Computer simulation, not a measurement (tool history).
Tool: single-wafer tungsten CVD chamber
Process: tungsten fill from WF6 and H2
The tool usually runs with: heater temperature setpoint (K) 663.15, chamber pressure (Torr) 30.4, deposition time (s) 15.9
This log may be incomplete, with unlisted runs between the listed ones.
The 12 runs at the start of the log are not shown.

run,hour,heater temperature setpoint (K),chamber pressure (Torr),deposition time (s),wafers since the last listed run,hours since the last thermocouple change,hours since the last manometer calibration,hours since the showerhead was replaced,hours since the gauge calibration,"read-back reference wafer on the same gauge, thickness_nm",mean film thickness on the monitor wafer (Å)
13,657.5,663.15,34.1,15.0,877,1875.2,850.0,1762.5,1621.4,39.794,396.91
# hour 670.1: thermocouple changed; heater temperature recalibrated
14,717.9,663.15,30.4,15.9,740,47.8,910.4,1822.9,1681.8,39.752,391.88
15,778.3,663.15,30.4,18.4,853,108.2,970.8,1883.3,1742.2,39.819,450.75
16,840.2,652.15,24.8,18.0,874,170.1,1032.7,1945.2,1804.1,39.780,297.85
17,881.2,663.15,30.4,15.9,579,211.1,1073.7,1986.2,1845.1,39.831,389.56
# hour 906.3: gauge calibrated
18,931.7,671.15,35.9,18.8,713,261.6,1124.2,2036.7,25.4,39.836,605.58
19,1001.8,663.15,35.5,15.9,990,331.7,1194.3,2106.8,95.5,39.774,436.68
20,1064.3,663.15,25.3,15.9,882,394.2,1256.8,2169.3,158.0,39.800,328.01
21,1101.7,673.15,35.4,13.2,528,431.6,1294.2,2206.7,195.4,39.816,432.58
22,1153.5,663.15,30.4,15.9,731,483.4,1346.0,2258.5,247.2,39.785,388.19
# hour 1199.3: showerhead replaced
23,1220.3,663.15,30.4,15.9,830,550.2,1412.8,21.0,314.0,39.733,386.76
24,1282.7,653.15,33.0,13.0,881,612.6,1475.2,83.4,376.4,39.728,279.05
25,1343.0,663.15,30.4,18.4,851,672.9,1535.5,143.7,436.7,39.777,447.61
# hour 1352.6: capacitance manometer re-zeroed and calibrated
26,1405.8,663.15,36.0,12.9,773,735.7,53.2,206.5,499.5,39.802,355.07
27,1470.1,657.15,30.4,13.0,908,800.0,117.5,270.8,563.8,39.817,280.97
28,1539.9,663.15,30.4,17.2,985,869.8,187.3,340.6,633.6,39.825,416.89
29,1599.3,663.15,35.5,15.9,838,929.2,246.7,400.0,693.0,39.780,432.70
30,1657.2,663.15,30.4,15.9,817,987.1,304.6,457.9,750.9,39.801,384.71
31,1722.2,659.15,35.2,18.5,918,1052.1,369.6,522.9,815.9,39.794,463.62
32,1753.1,663.15,30.4,15.9,436,1083.0,400.5,553.8,846.8,39.766,384.43

Run 33 is up next; what results do you expect?
33,1809.1,663.15,30.4,18.9,790,1139.0,456.5,609.8,902.8,?,?

read-back reference wafer on the same gauge, thickness_nm: 39.785
mean film thickness on the monitor wafer (Å): 459.42
Minus the tool's unlogged condition, the same run would have read mean film thickness on the monitor wafer (Å) 466.35.
